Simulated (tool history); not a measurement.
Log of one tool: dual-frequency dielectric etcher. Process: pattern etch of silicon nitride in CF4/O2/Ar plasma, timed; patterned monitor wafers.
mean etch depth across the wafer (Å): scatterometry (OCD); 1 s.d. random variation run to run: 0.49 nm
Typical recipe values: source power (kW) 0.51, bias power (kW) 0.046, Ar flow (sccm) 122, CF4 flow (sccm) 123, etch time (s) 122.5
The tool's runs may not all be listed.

run     day  source power (kW)  bias power (kW)  Ar flow (sccm)  CF4 flow (sccm)  etch time (s)  read-back reference wafer on the same gauge, depth_nm  mean etch depth across the wafer (Å)
  1       0               0.51            0.046             122              136          122.5                                                  261.3                                  2282
  2   0.588               0.51            0.046             122              123          122.5                                                    261                                  2256
  3   1.688               0.51            0.046             122              123          122.5                                                  260.9                                  2275
  4   2.221               0.51            0.046             122              123          122.5                                                  261.1                                  2256
  5   2.921               0.59            0.046             108              123          122.5                                                    261                                  2657
  6   3.588               0.51            0.046             122              123          122.5                                                    261                                  2262
      5.729  -- wet clean of the chamber
  7    5.75               0.51            0.046             122              123          122.5                                                  261.2                                  2309
  8   6.696               0.51            0.046             122              123          122.5                                                    261                                  2321
  9   7.942               0.51            0.046             122              123          122.5                                                    261                                  2327
        8.3  -- CF4 flow controller replaced
      9.317  -- source power generator calibrated
      9.438  -- gauge calibrated
      9.471  -- upper electrode replaced
     10.488  -- wet clean of the chamber, repeated, since the last time left the tool worse
 10  10.508               0.51            0.046             122              123          122.5                                                  260.8                                  2239
 11  10.525               0.51            0.046             111              150          122.5                                                  260.9                                  2298
 12  10.538               0.51            0.042             122              146           97.5                                                  261.2                                  1744
 13  11.458               0.51            0.046             122              123          122.5                                                  260.9                                  2243
 14   12.45               0.39            0.046             146               96          122.5                                                  260.9                                  1632
     12.875  -- Ar flow controller replaced
 15  13.075               0.38            0.046             102              113          122.5                                                    261                                  1686
 16  13.608               0.51            0.046              97              123             88                                                  261.1                                  1658
     14.562  -- bias power generator calibrated
 17    15.1               0.62            0.046             122              123          147.5                                                  261.2                                  3305
 18  16.067               0.51            0.046             140              123          154.5                                                  261.2                                  2799
 19  17.321               0.51            0.052             109              123          122.5                                                    261                                  2402
 20  18.196               0.51            0.042             122              108          122.5                                                  261.1                                  2160
 21  19.488               0.51            0.046             122              123            104                                                  260.9                                  1936
 22  20.583               0.51            0.046             122              123          122.5                                                  260.9                                  2279

What if the next run were any one of these 3? Each begins from the tool's condition after run 22:
  A  20.604               0.51             0.05             122              123          122.5                                                      ?                                     ?
  B  20.604               0.41            0.037             122              100          109.5                                                      ?                                     ?
  C  20.604               0.56            0.046             122              123          122.5                                                      ?                                     ?

run  read-back reference wafer on the same gauge, depth_nm  mean etch depth across the wafer (Å)
  A                                                  260.9                                  2350
  B                                                  260.9                                  1471
  C                                                  260.9                                  2498
Had the tool no hidden state, the same runs would have come out as:
run  mean etch depth across the wafer (Å)
  A                                  2303
  B                                  1442
  C                                  2448
